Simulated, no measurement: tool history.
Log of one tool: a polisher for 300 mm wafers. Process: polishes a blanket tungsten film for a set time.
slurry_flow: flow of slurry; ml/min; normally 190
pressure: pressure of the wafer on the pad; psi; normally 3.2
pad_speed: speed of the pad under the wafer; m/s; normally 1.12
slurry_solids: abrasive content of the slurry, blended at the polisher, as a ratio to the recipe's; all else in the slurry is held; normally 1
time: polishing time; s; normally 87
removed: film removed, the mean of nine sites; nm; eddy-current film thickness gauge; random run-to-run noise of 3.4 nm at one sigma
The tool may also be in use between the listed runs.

| run | hour | slurry_flow | pressure | pad_speed | slurry_solids | time | wafers since the last listed run | wafers polished on this pad | hours since the slurry nozzle was cleaned | hours since the head pressure was calibrated | hours since the slurry blender was calibrated | hours since the slurry got fresh peroxide | incoming thickness of the incoming film, nm | removed |
|---|---|---|---|---|---|---|---|---|---|---|---|---|---|---|
| 1 | 0 | 190 | 3.2 | 1.12 | 1 | 87 | 0 | 1435 | 189.1 | 1144.5 | 58.3 | 171.8 | 1155.4 | 343.5 |
|  | 6 | slurry tank refilled with fresh slurry and peroxide |
|  | 10.1 | head pressure recalibrated |
|  | 10.7 | worn pad replaced by a new one |
| 2 | 17.1 | 190 | 3.2 | 1.12 | 1 | 87 | 126 | 59 | 206.2 | 7 | 75.4 | 11.1 | 1147.8 | 339 |
| 3 | 36.8 | 190 | 3.2 | 1.12 | 1 | 87 | 185 | 245 | 225.9 | 26.7 | 95.1 | 30.8 | 1150.2 | 335.7 |
| 4 | 57.7 | 190 | 3.2 | 1.12 | 1 | 87 | 196 | 441 | 246.8 | 47.6 | 116 | 51.7 | 1143 | 336.4 |
| 5 | 74.4 | 190 | 3.2 | 1.12 | 1 | 87 | 157 | 599 | 263.5 | 64.3 | 132.7 | 68.4 | 1156.9 | 339.6 |
| 6 | 106.6 | 190 | 3.2 | 1.12 | 1 | 73 | 303 | 902 | 295.7 | 96.5 | 164.9 | 100.6 | 1161.4 | 282.5 |
| 7 | 124.6 | 190 | 3.2 | 1.12 | 1 | 73 | 169 | 1071 | 313.7 | 114.5 | 182.9 | 118.6 | 1156.1 | 285.9 |
| 8 | 147.1 | 190 | 3.2 | 1.12 | 1 | 87 | 211 | 1283 | 336.2 | 137 | 205.4 | 141.1 | 1156.8 | 341.9 |
|  | 172.1 | worn pad replaced by a new one |
|  | 173.9 | slurry blender recalibrated |
| 9 | 174.4 | 190 | 3.2 | 1.12 | 1 | 87 | 202 | 4 | 363.5 | 164.3 | 0.5 | 168.4 | 1165.8 | 335.9 |
|  | 178.6 | slurry tank refilled with fresh slurry and peroxide |
| 10 | 204 | 190 | 3.2 | 1.12 | 1 | 87 | 269 | 274 | 393.1 | 193.9 | 30.1 | 25.4 | 1148.4 | 337.8 |
| 11 | 237 | 190 | 3.2 | 1.12 | 1 | 87 | 310 | 584 | 426.1 | 226.9 | 63.1 | 58.4 | 1159.9 | 337.3 |
| 12 | 252.6 | 135 | 3.2 | 1.12 | 1 | 87 | 146 | 731 | 441.7 | 242.5 | 78.7 | 74 | 1148.2 | 315 |
| 13 | 266.2 | 190 | 2.8 | 1.12 | 0.9 | 87 | 127 | 859 | 455.3 | 256.1 | 92.3 | 87.6 | 1170.7 | 295.7 |
| 14 | 285 | 220 | 3.2 | 0.74 | 1 | 87 | 176 | 1036 | 474.1 | 274.9 | 111.1 | 106.4 | 1155.1 | 230.8 |
| 15 | 306.2 | 190 | 4.2 | 1.12 | 1 | 87 | 199 | 1235 | 495.3 | 296.1 | 132.3 | 127.6 | 1164.7 | 438.3 |
| 16 | 323 | 190 | 3.2 | 1.34 | 1 | 87 | 158 | 1393 | 512.1 | 312.9 | 149.1 | 144.4 | 1165 | 407.3 |
| 17 | 342.5 | 190 | 3.2 | 1.12 | 1 | 87 | 183 | 1577 | 531.6 | 332.4 | 168.6 | 163.9 | 1142.4 | 341.5 |
|  | 348.8 | slurry nozzle cleaned |
|  | 367.1 | worn pad replaced by a new one |
|  | 378.3 | slurry tank refilled with fresh slurry and peroxide |
| 18 | 378.8 | 190 | 3.5 | 1.12 | 1 | 87 | 285 | 100 | 30 | 368.7 | 204.9 | 0.5 | 1150.8 | 365.7 |
|  | 398.7 | slurry blender recalibrated |
| 19 | 399.2 | 130 | 2.9 | 1.28 | 1 | 78 | 173 | 273 | 50.4 | 389.1 | 0.5 | 20.9 | 1177.1 | 298.6 |
| 20 | 418.1 | 155 | 3.8 | 1.32 | 1 | 87 | 177 | 451 | 69.3 | 408 | 19.4 | 39.8 | 1160.6 | 456.5 |
| 21 | 452.9 | 160 | 2.4 | 0.86 | 1 | 106 | 327 | 779 | 104.1 | 442.8 | 54.2 | 74.6 | 1146.6 | 236.4 |
| 22 | 465.5 | 190 | 2.9 | 1.12 | 1 | 87 | 118 | 897 | 116.7 | 455.4 | 66.8 | 87.2 | 1158 | 310.9 |
| 23 | 487.5 | 155 | 2.1 | 0.9 | 1 | 97 | 207 | 1104 | 138.7 | 477.4 | 88.8 | 109.2 | 1146.5 | 201.3 |
| 24 | 504.1 | 190 | 2.6 | 1.12 | 1 | 59 | 156 | 1261 | 155.3 | 494 | 105.4 | 125.8 | 1151.7 | 191.2 |
| 25 | 531.6 | 150 | 3.2 | 0.98 | 0.75 | 87 | 258 | 1519 | 182.8 | 521.5 | 132.9 | 153.3 | 1167.7 | 266.2 |
|  | 543.3 | slurry tank refilled with fresh slurry and peroxide |
|  | 557.3 | worn pad replaced by a new one |
| 26 | 557.8 | 190 | 2.1 | 1.12 | 1.2 | 68 | 199 | 5 | 209 | 547.7 | 159.1 | 14.5 | 1165 | 192 |
| 27 | 579.9 | 220 | 3.2 | 0.76 | 0.75 | 87 | 207 | 213 | 231.1 | 569.8 | 181.2 | 36.6 | 1144.9 | 219.2 |

Each row is a separate what-if for the run after 27, all from the same tool condition, not one after another. Results?
| A | 580.3 | 190 | 3.2 | 1.12 | 1 | 87 | 3 | 216 | 231.5 | 570.2 | 181.6 | 37 | 1147.8 | ? |
| B | 580.3 | 170 | 3.9 | 1.12 | 1 | 63 | 3 | 216 | 231.5 | 570.2 | 181.6 | 37 | 1147.8 | ? |
| C | 580.3 | 130 | 3.5 | 1.12 | 1.2 | 75 | 3 | 216 | 231.5 | 570.2 | 181.6 | 37 | 1147.8 | ? |

| run | removed |
|---|---|
| A | 344.2 |
| B | 293.4 |
| C | 313.5 |
The same runs, with their run-to-run variation unchanged, on a tool lacking any hidden condition would have given:
| run | removed |
|---|---|
| A | 344.2 |
| B | 293.4 |
| C | 313.5 |
